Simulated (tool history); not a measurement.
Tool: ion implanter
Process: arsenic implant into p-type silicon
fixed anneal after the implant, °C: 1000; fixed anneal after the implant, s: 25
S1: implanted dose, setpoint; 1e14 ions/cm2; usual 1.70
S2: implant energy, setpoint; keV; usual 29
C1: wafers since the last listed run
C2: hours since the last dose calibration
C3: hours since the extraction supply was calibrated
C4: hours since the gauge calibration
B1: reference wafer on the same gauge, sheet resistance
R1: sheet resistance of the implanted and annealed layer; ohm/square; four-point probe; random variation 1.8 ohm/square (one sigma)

| run | hour | S1 | S2 | C1 | C2 | C3 | C4 | B1 | R1 |
|---|---|---|---|---|---|---|---|---|---|
| 1 | 0.0 | 1.83 | 25 | 0 | 1953.0 | 3614.6 | 281.0 | 382.14 | 426.93 |
| 2 | 12.2 | 1.83 | 25 | 200 | 1965.2 | 3626.8 | 293.2 | 382.10 | 425.32 |
| 3 | 22.8 | 1.70 | 29 | 174 | 1975.8 | 3637.4 | 303.8 | 381.72 | 441.66 |
| 4 | 35.8 | 1.70 | 29 | 213 | 1988.8 | 3650.4 | 316.8 | 381.41 | 437.48 |
| 5 | 44.9 | 1.70 | 29 | 149 | 1997.9 | 3659.5 | 325.9 | 381.82 | 439.56 |
| 6 | 57.4 | 1.70 | 32 | 205 | 2010.4 | 3672.0 | 338.4 | 382.05 | 432.08 |
| 7 | 74.2 | 1.70 | 32 | 276 | 2027.2 | 3688.8 | 355.2 | 382.29 | 434.69 |
|  | 96.7 | extraction supply calibrated |
| 8 | 97.2 | 1.70 | 32 | 246 | 2050.2 | 0.5 | 378.2 | 382.16 | 429.89 |
| 9 | 100.7 | 1.70 | 29 | 57 | 2053.7 | 4.0 | 381.7 | 382.15 | 440.28 |
| 10 | 116.2 | 1.70 | 29 | 254 | 2069.2 | 19.5 | 397.2 | 382.10 | 440.30 |
| 11 | 126.1 | 1.70 | 29 | 162 | 2079.1 | 29.4 | 407.1 | 382.07 | 439.67 |
| 12 | 139.8 | 1.70 | 29 | 225 | 2092.8 | 43.1 | 420.8 | 381.94 | 440.80 |
| 13 | 146.0 | 1.70 | 29 | 101 | 2099.0 | 49.3 | 427.0 | 382.04 | 440.68 |
| 14 | 161.2 | 1.70 | 29 | 249 | 2114.2 | 64.5 | 442.2 | 381.89 | 440.90 |
| 15 | 170.9 | 1.70 | 26 | 159 | 2123.9 | 74.2 | 451.9 | 382.34 | 444.36 |
|  | 191.7 | Faraday cup replaced and dose calibrated |
| 16 | 192.2 | 1.70 | 29 | 218 | 0.5 | 95.5 | 473.2 | 382.15 | 441.15 |
| 17 | 200.0 | 1.29 | 26 | 128 | 8.3 | 103.3 | 481.0 | 381.97 | 543.44 |
| 18 | 208.8 | 1.70 | 25 | 144 | 17.1 | 112.1 | 489.8 | 382.36 | 452.56 |
| 19 | 215.5 | 1.27 | 35 | 110 | 23.8 | 118.8 | 496.5 | 382.46 | 523.45 |

Forecast run 20:
| 20 | 222.5 | 2.03 | 24 | 115 | 30.8 | 125.8 | 503.5 | ? | ? |

{"run 20": {"B1": 381.65, "R1": 397.17}}
Without the tool's hidden state the same run would have given R1 397.17 ohm/square.

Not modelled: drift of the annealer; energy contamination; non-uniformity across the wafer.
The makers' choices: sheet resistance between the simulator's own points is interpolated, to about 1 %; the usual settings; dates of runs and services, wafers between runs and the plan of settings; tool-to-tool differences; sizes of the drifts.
